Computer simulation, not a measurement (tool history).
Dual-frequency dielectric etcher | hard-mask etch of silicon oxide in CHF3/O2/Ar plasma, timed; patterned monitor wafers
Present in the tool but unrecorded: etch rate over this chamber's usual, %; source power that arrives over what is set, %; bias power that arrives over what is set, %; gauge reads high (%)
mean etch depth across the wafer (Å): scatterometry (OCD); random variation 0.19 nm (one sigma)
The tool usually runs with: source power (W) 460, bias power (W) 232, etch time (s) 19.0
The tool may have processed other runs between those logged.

run,hour,source power (W),bias power (W),etch time (s),wafers since the last listed run,hours since the last wet clean,hours since the last source power generator calibration,hours since the last bias power generator calibration,hours since the last upper electrode change,hours since the gauge calibration,"read-back reference wafer on the same gauge, depth_nm",mean etch depth across the wafer (Å)
1,0.0,460,220,19.0,0,153.0,3502.3,2762.9,4355.3,204.1,29.84,329.1
2,24.9,460,220,19.0,390,177.9,3527.2,2787.8,4380.2,229.0,29.70,327.5
# hour 29.5: gauge calibrated
3,37.9,460,232,19.0,203,190.9,3540.2,2800.8,4393.2,8.4,29.84,339.7
4,70.3,460,232,19.0,508,223.3,3572.6,2833.2,4425.6,40.8,29.88,341.2
5,85.4,460,232,19.0,236,238.4,3587.7,2848.3,4440.7,55.9,29.83,341.4
6,120.2,460,232,17.0,545,273.2,3622.5,2883.1,4475.5,90.7,29.76,308.6
7,143.5,460,232,17.0,365,296.5,3645.8,2906.4,4498.8,114.0,29.81,310.2
# hour 185.6: upper electrode replaced
8,201.0,460,232,19.0,525,354.0,3703.3,2963.9,15.4,171.5,29.83,346.9
9,222.9,460,232,19.0,343,375.9,3725.2,2985.8,37.3,193.4,29.76,352.3
10,253.1,370,232,19.0,473,406.1,3755.4,3016.0,67.5,223.6,29.75,318.9
# hour 253.7: gauge calibrated
11,273.3,460,232,19.0,316,426.3,3775.6,3036.2,87.7,19.6,29.86,347.5
# hour 295.0: bias power generator calibrated
# hour 304.2: wet clean of the chamber
12,304.7,570,253,17.0,285,0.5,3807.0,9.7,119.1,51.0,29.78,341.3
# hour 312.6: source power generator calibrated
13,327.2,460,232,19.0,290,23.0,14.6,32.2,141.6,73.5,29.71,331.4
14,358.3,560,283,23.0,487,54.1,45.7,63.3,172.7,104.6,29.79,493.3
15,376.7,350,232,17.0,288,72.5,64.1,81.7,191.1,123.0,29.81,268.1
16,392.8,410,232,17.0,252,88.6,80.2,97.8,207.2,139.1,29.87,285.3
17,405.9,380,232,19.0,205,101.7,93.3,110.9,220.3,152.2,29.82,307.2

Entry by entry between the runs, the difference in hidden state between the last listed run before and the first listed run after:
Between runs 2 and 3: gauge calibrated (hour 29.5)
  etch rate over this chamber's usual, %: 2.21 -> 2.37
  the result without the hidden state subtracted from the measured one, mean etch depth across the wafer (Å): +7.1 -> +7.8
Between runs 7 and 8: upper electrode replaced (hour 185.6)
  etch rate over this chamber's usual, %: 3.62 -> 4.3
  the result without the hidden state subtracted from the measured one, mean etch depth across the wafer (Å): +10.8 -> +14.3
Between runs 10 and 11: gauge calibrated (hour 253.7)
  etch rate over this chamber's usual, %: 4.92 -> 5.16
  the result without the hidden state subtracted from the measured one, mean etch depth across the wafer (Å): +15.0 -> +17.1
Between runs 11 and 12: bias power generator calibrated (hour 295.0); wet clean of the chamber (hour 304.2)
  etch rate over this chamber's usual, %: 5.16 -> -0.0949
  the result without the hidden state subtracted from the measured one, mean etch depth across the wafer (Å): +17.1 -> -0.4
Between runs 12 and 13: source power generator calibrated (hour 312.6)
  etch rate over this chamber's usual, %: -0.0949 -> 0.172
  the result without the hidden state subtracted from the measured one, mean etch depth across the wafer (Å): -0.4 -> +0.6
